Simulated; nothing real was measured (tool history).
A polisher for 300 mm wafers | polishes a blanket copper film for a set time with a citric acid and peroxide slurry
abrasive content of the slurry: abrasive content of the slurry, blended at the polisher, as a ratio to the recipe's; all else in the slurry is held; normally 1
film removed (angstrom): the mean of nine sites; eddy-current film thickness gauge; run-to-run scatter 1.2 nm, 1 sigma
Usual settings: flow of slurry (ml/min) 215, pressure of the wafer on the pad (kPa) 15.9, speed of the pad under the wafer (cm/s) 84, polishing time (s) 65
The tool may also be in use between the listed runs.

run	day	flow of slurry (ml/min)	pressure of the wafer on the pad (kPa)	speed of the pad under the wafer (cm/s)	abrasive content of the slurry	polishing time (s)	wafers since the last listed run	wafers polished on this pad	hours since the slurry nozzle was cleaned	hours since the head pressure was calibrated	hours since the slurry blender was calibrated	incoming thickness of the incoming film, nm	film removed (angstrom)
1	0	215	15.9	84	0.8	65	0	1670	294.6	295.9	194.4	850.4	779
2	2.388	165	15.9	84	1	65	418	2089	351.9	353.2	251.7	837.6	787
# day 3.429: worn pad replaced by a new one
3	4.062	165	15.9	84	1	65	264	111	392.1	393.4	291.9	833.3	873
4	6.721	165	15.9	84	1	65	465	576	455.9	457.2	355.7	835	852
# day 8.062: slurry blender recalibrated
5	9.471	215	15.9	84	1	65	467	1043	521.9	523.2	33.8	842.1	871
# day 11.475: slurry nozzle cleaned
6	12.808	155	15.9	84	1	65	577	1621	32	603.3	113.9	834.4	801
7	14.488	215	15.9	60	1	65	294	1915	72.3	643.6	154.2	834.8	671
8	18.417	215	15.9	60	1	65	688	2603	166.6	737.9	248.5	844.5	644
# day 19.45: worn pad replaced by a new one
9	20.854	215	15.9	96	1	65	397	245	225.1	796.4	307	828.3	969
10	23.325	215	15.9	84	1	65	432	678	284.4	855.7	366.3	834.7	868
# day 24.842: slurry blender recalibrated
11	27.108	215	15.9	84	1	65	648	1326	375.2	946.5	54.4	828.6	850
# day 28.617: head pressure recalibrated
12	30.371	215	15.9	84	1	65	556	1883	453.5	42.1	132.7	842.5	835
# day 33.554: slurry nozzle cleaned
13	33.575	240	15.9	84	1	88	553	2437	0.5	119	209.6	840.4	1064
# day 36.246: worn pad replaced by a new one
14	38.008	215	18.6	84	1	65	747	308	106.9	225.4	316	854.6	1032
# day 39.35: slurry blender recalibrated
15	42.358	255	15.9	72	0.85	43	747	1056	211.3	329.8	72.2	835.6	497
16	46.017	215	15.9	84	1	65	640	1697	299.1	417.6	160	848.6	818
17	48.779	215	15.9	110	0.8	65	483	2181	365.4	483.9	226.3	839.6	936
# day 51.788: worn pad replaced by a new one
18	52.696	215	15.9	84	1	65	656	159	459.4	577.9	320.3	835.8	901
# day 55.271: slurry nozzle cleaned
19	55.792	290	15.9	84	1	65	534	694	12.5	652.2	394.6	832.1	900
# day 56.262: slurry blender recalibrated
20	60.104	215	13.1	98	1	65	740	1434	116	755.7	92.2	853	754
21	64.358	215	15.9	84	1.15	65	745	2180	218.1	857.8	194.3	840.4	838
# day 64.917: head pressure recalibrated
22	68.529	215	19.3	84	1	65	715	2896	318.2	86.7	294.4	832.2	925
# day 68.862: worn pad replaced by a new one
23	71.2	240	15.9	56	1.2	65	438	409	382.3	150.8	358.5	832	720
# day 72.225: slurry blender recalibrated
24	73.933	215	15.9	84	1	65	464	873	447.9	216.4	41	826.3	886
25	75.658	270	13.1	84	1	88	302	1175	489.3	257.8	82.4	834.3	958

A few steps of film removed (angstrom) between consecutive runs. Split each: what settings, incoming material and random variation would produce without the hidden state, and what is left over for the hidden state, along with gauge scatter present in only one of the two compared results (measured, and without hidden state):
The tool's hidden condition here consists of: removal rate lost through wear of the pad, %; slurry flow missing at the pad, %; deviation of the head's pressure from its setpoint, %; abrasive missing from the slurry, %.
Run 8 -> 9: speed of the pad under the wafer (cm/s) 60 -> 96, worn pad replaced by a new one. film removed (angstrom) +325: hidden state +66, all else +259.
Run 13 -> 14: flow of slurry (ml/min) 240 -> 215, pressure of the wafer on the pad (kPa) 15.9 -> 18.6, polishing time (s) 88 -> 65, worn pad replaced by a new one. film removed (angstrom) -32: hidden state +125, all else -157.
Run 14 -> 15: flow of slurry (ml/min) 215 -> 255, pressure of the wafer on the pad (kPa) 18.6 -> 15.9, speed of the pad under the wafer (cm/s) 84 -> 72, abrasive content of the slurry 1 -> 0.85, polishing time (s) 65 -> 43, slurry blender recalibrated. film removed (angstrom) -535: hidden state -5, all else -530.
Run 22 -> 23: flow of slurry (ml/min) 215 -> 240, pressure of the wafer on the pad (kPa) 19.3 -> 15.9, speed of the pad under the wafer (cm/s) 84 -> 56, abrasive content of the slurry 1 -> 1.2, worn pad replaced by a new one. film removed (angstrom) -205: hidden state +124, all else -329.

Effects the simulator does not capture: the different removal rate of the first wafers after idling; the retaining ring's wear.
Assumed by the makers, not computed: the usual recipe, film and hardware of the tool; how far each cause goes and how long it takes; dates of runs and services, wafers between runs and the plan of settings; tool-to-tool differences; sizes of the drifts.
